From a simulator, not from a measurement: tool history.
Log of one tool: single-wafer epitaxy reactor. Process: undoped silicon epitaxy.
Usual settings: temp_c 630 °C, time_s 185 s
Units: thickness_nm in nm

run	day	temp_c	time_s	wafers since the last listed run	hours since the last pyrometer calibration	hours since the gauge calibration	read-back reference wafer on the same gauge, thickness_nm	thickness_nm
1	0	630	185	0	381.7	1229.4	21.027	22.677
2	2.154	630	185	381	433.4	1281.1	21.008	22.785
3	4.65	639	185	442	493.3	1341	20.992	28.628
4	6.062	639	185	250	527.2	1374.9	20.983	28.742
5	7.162	639	185	194	553.6	1401.3	21.039	28.906
6	9.725	637	185	454	615.1	1462.8	20.98	27.57
7	12.067	639	194	415	671.3	1519	21.018	30.114
8	14.221	630	185	381	723	1570.7	21.026	23.049
9	16.475	630	185	399	777.1	1624.8	21.048	23.077
10	18.238	633	185	312	819.4	1667.1	20.992	24.82
11	19.492	633	185	222	849.5	1697.2	20.954	25.047
# day 21.454: gauge calibrated
12	21.642	630	185	381	901.1	4.5	20.988	23.257
13	22.667	630	185	181	925.7	29.1	21.027	23.28
14	25.529	630	185	507	994.4	97.8	21.011	23.282
15	28.058	634	185	448	1055.1	158.5	20.997	25.724
16	29.883	634	185	323	1098.9	202.3	21.015	25.793
17	31.55	634	185	295	1138.9	242.3	21.011	25.747
18	33.629	630	210	368	1188.8	292.2	21.035	26.503
19	35.517	645	216	334	1234.1	337.5	20.945	39.201
20	36.9	638	205	245	1267.3	370.7	20.994	31.266
21	38.671	636	152	313	1309.8	413.2	21.055	22.401
22	39.85	630	196	209	1338.1	441.5	20.974	24.866
23	41.508	630	209	293	1377.9	481.3	21.01	26.642
24	42.562	630	185	186	1403.2	506.6	21.064	23.506
25	45.504	637	199	521	1473.8	577.2	21.005	29.916
26	48.121	630	214	463	1536.6	640	21.042	27.017
27	50.871	645	175	487	1602.6	706	20.954	31.872
28	52.025	630	185	204	1630.3	733.7	21.029	23.546
# day 53.662: pyrometer calibrated
29	54.112	630	185	310	10.8	783.8	21.033	21.972
30	56.633	630	201	446	71.3	844.3	20.997	24.101
31	58.346	625	216	303	112.4	885.4	21.031	22.824
32	59.95	630	185	284	150.9	923.9	20.974	21.993
33	61.838	630	185	334	196.2	969.2	20.965	22.247
34	64.196	635	148	418	252.8	1025.8	21.022	20.301
35	65.221	642	202	181	277.4	1050.4	21.061	33.185
36	66.975	638	185	310	319.5	1092.5	20.981	27.43
37	69.654	615	155	474	383.8	1156.8	21.013	12.925

3 ways to go on from here, each from the tool as it stands after run 37. What would each give?
A	69.675	643	185	3	384.3	1157.3	?	?
B	69.675	635	185	3	384.3	1157.3	?	?
C	69.675	630	167	3	384.3	1157.3	?	?

run	read-back reference wafer on the same gauge, thickness_nm	thickness_nm
A	20.96	30.741
B	20.96	25.261
C	20.96	20.131
Without the tool's hidden state the same runs would have given:
run	thickness_nm
A	29.891
B	24.549
C	19.557

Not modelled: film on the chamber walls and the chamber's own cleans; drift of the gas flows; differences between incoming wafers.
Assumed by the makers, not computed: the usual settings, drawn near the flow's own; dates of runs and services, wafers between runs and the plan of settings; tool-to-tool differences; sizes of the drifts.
